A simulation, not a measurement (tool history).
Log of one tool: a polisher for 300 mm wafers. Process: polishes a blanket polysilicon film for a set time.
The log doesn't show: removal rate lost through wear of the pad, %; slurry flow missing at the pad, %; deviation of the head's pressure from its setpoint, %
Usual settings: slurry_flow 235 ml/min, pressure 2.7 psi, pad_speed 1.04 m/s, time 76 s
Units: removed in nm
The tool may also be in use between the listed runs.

run    hour  slurry_flow  pressure  pad_speed  time  wafers since the last listed run  wafers polished on this pad  hours since the slurry nozzle was cleaned  hours since the head pressure was calibrated  incoming thickness of the incoming film, nm  removed
  1       0          235       2.7       1.04    76                                 0                         1808                                      248.5                                           175                                       1902.4    647.6
  2      91          235       2.7       1.04    76                               922                         2730                                      339.5                                           266                                       1897.3    636.5
      123.5  -- worn pad replaced by a new one
      127.5  -- slurry nozzle cleaned
  3   185.6          235       2.7       1.04    76                               908                          618                                       58.1                                         360.6                                       1889.1    630.4
  4   258.6          235       2.7       1.04    76                               739                         1358                                      131.1                                         433.6                                       1913.1    632.6
  5   306.1          235       2.7       1.04    76                               481                         1840                                      178.6                                         481.1                                       1895.7    632.4
  6   401.2          235       2.7       1.04    76                               963                         2804                                      273.7                                         576.2                                       1945.9    611.6
        478  -- worn pad replaced by a new one
  7   479.9          235       2.7       1.04    76                               757                           19                                      352.4                                         654.9                                       1911.1    612.7
      505.5  -- slurry nozzle cleaned
      546.9  -- head pressure recalibrated
  8   564.7          235       2.7       1.04    76                               829                          848                                       59.2                                          17.8                                         1923    647.3
  9   655.2          235       2.7       1.04    76                               917                         1765                                      149.7                                         108.3                                       1962.8    650.6
 10   700.2          235       2.7       1.04    76                               456                         2221                                      194.7                                         153.3                                       1926.9    642.5
 11   766.7          235       2.7       1.04    76                               674                         2895                                      261.2                                         219.8                                       1920.6    639.2
      843.9  -- worn pad replaced by a new one
 12   865.9          235       2.7       1.04    76                               964                          223                                      360.4                                           319                                       1946.6    625.5
        872  -- slurry nozzle cleaned
 13   941.3          235       2.7       1.04    63                               754                          977                                       69.3                                         394.4                                       1926.9    516.8
 14  1033.7          180       2.7       1.04    89                               936                         1913                                      161.7                                         486.8                                       1948.2    707.9
 15  1072.3          235       2.7       1.04    76                               391                         2305                                      200.3                                         525.4                                       1920.1    619.7
 16  1140.8          185       3.2       1.26    49                               694                         2999                                      268.8                                         593.9                                       1915.1    497.2
     1167.9  -- worn pad replaced by a new one
     1204.5  -- slurry nozzle cleaned
 17  1218.9          180         2       1.04    96                               740                          506                                       14.4                                           672                                       1908.3    628.9
 18    1259          235       2.7       1.04    66                               406                          913                                       54.5                                         712.1                                       1920.3    529.2
 19  1332.8          235       2.7       0.76    76                               747                         1661                                      128.3                                         785.9                                       1948.2    489.6
     1358.4  -- head pressure recalibrated
 20  1381.3          235       2.7       1.04    76                               471                         2132                                      176.8                                          22.9                                       1898.7      657
 21  1436.2          235       2.7       1.04    93                               556                         2688                                      231.7                                          77.8                                       1941.3    800.2
     1515.7  -- worn pad replaced by a new one
 22  1516.2          175       2.7       1.38    76                               770                            4                                      311.7                                         157.8                                       1929.5    781.3
     1587.9  -- slurry nozzle cleaned
 23  1594.3          235       2.7       1.04    76                               781                          786                                        6.4                                         235.9                                       1920.2    649.8
 24  1722.9          235         2       1.04    64                              1303                         2089                                        135                                         364.5                                       1929.7    447.2

The tool's hidden state at each run:
removal rate lost through wear of the pad, %: 0 in every run
slurry flow missing at the pad, %: 0 in every run
H1: deviation of the head's pressure from its setpoint, %
run      H1
  1   -3.27
  2   -4.72
  3   -6.22
  4   -7.37
  5   -8.13
  6   -9.64
  7   -10.9
  8   -1.57
  9      -3
 10   -3.71
 11   -4.77
 12   -6.34
 13   -7.54
 14      -9
 15   -9.62
 16   -10.7
 17   -11.9
 18   -12.6
 19   -13.7
 20   0.233
 21  -0.637
 22   -1.91
 23   -3.14
 24   -5.18
